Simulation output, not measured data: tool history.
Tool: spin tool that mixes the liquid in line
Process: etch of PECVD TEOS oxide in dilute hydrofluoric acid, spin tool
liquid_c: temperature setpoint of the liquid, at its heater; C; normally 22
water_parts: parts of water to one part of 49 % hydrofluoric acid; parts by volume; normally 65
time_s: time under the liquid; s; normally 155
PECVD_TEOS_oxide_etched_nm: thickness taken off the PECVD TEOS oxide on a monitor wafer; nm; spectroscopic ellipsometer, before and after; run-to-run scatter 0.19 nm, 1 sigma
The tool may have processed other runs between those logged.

run	day	liquid_c	water_parts	time_s	wafers since the last listed run	hours since the thermometer was replaced	hours since the hydrofluoric acid flow meter was replaced	hours since the gauge calibration	read-back film thickness of the PECVD TEOS oxide reference wafer, read on the same gauge (nm)	PECVD_TEOS_oxide_etched_nm
1	0	22	65	155	0	17.8	942.5	752.9	120.05	21.98
2	2.921	22	90	155	365	87.9	1012.6	823	120	15.48
# day 5.629: gauge calibrated
3	5.883	22	90	155	370	159	1083.7	6.1	119.99	15.38
4	6.904	25	65	155	127	183.5	1108.2	30.6	119.97	25.17
5	9.029	25	65	155	266	234.5	1159.2	81.6	120.03	25.18
6	11.104	25	65	155	259	284.3	1209	131.4	119.99	25.44
7	12.279	20.5	65	155	147	312.5	1237.2	159.6	120	21.02
8	13.688	22	65	220	176	346.3	1271	193.4	120.04	31.49
9	18.871	22	65	220	648	470.7	1395.4	317.8	120.03	32.21
10	19.988	22	65	220	139	497.5	1422.2	344.6	120.03	32.09
11	21.762	22	65	155	222	540.1	1464.8	387.2	119.96	22.83
12	22.95	22	65	155	148	568.6	1493.3	415.7	120	22.85
# day 24.375: thermometer replaced
# day 24.429: hydrofluoric acid flow meter replaced
13	25.667	22	65	155	329	31	29.7	480.9	120.03	21.07
14	28.575	22	65	155	364	100.8	99.5	550.7	119.99	21.3
15	30.408	22	40	155	229	144.8	143.5	594.7	119.97	35.8
# day 34.704: gauge calibrated
16	37.938	22	65	155	942	325.5	324.2	77.6	120.02	21.58
17	40.362	17	35	155	303	383.7	382.4	135.8	120.03	33.4
18	42.975	19.5	65	155	327	446.4	445.1	198.5	120	19.36
19	45.054	18.5	40	105	260	496.3	495	248.4	120	21.1
20	47.625	22	55	205	321	558	556.7	310.1	119.97	34.19
21	50.571	19.5	75	215	368	628.7	627.4	380.8	119.97	23.22
22	51.679	22	65	155	138	655.3	654	407.4	119.99	21.48
# day 52.029: thermometer replaced
23	53.321	22	65	200	200	31	693.4	446.8	120.05	28.44
24	55.408	22	50	120	261	81.1	743.5	496.9	119.99	22.49
25	57.808	22	65	155	300	138.7	801.1	554.5	119.95	21.76
26	59.958	19	45	155	269	190.3	852.7	606.1	120	29.1
27	62.254	26.5	40	155	287	245.4	907.8	661.2	119.99	44.55
28	64.733	19	65	190	310	304.9	967.3	720.7	119.97	23.94

Measured minus without-hidden-state, run by run (identical run-to-run variation in each term; gauge scatter may differ):
What the log doesn't record here: liquid hotter than its thermometer reads (K); hydrofluoric acid flow above the setpoint (%); gauge reads high (%).
run	PECVD_TEOS_oxide_etched_nm
1	+1.2
2	+0.92
3	+0.96
4	+1.57
5	+1.62
6	+1.7
7	+1.42
8	+2.17
9	+2.4
10	+2.43
11	+1.77
12	+1.8
13	+0.11
14	+0.18
15	+0.37
16	+0.42
17	+0.73
18	+0.49
19	+0.57
20	+1.04
21	+0.8
22	+0.77
23	+1.06
24	+0.88
25	+0.92
26	+1.27
27	+2.07
28	+1.19

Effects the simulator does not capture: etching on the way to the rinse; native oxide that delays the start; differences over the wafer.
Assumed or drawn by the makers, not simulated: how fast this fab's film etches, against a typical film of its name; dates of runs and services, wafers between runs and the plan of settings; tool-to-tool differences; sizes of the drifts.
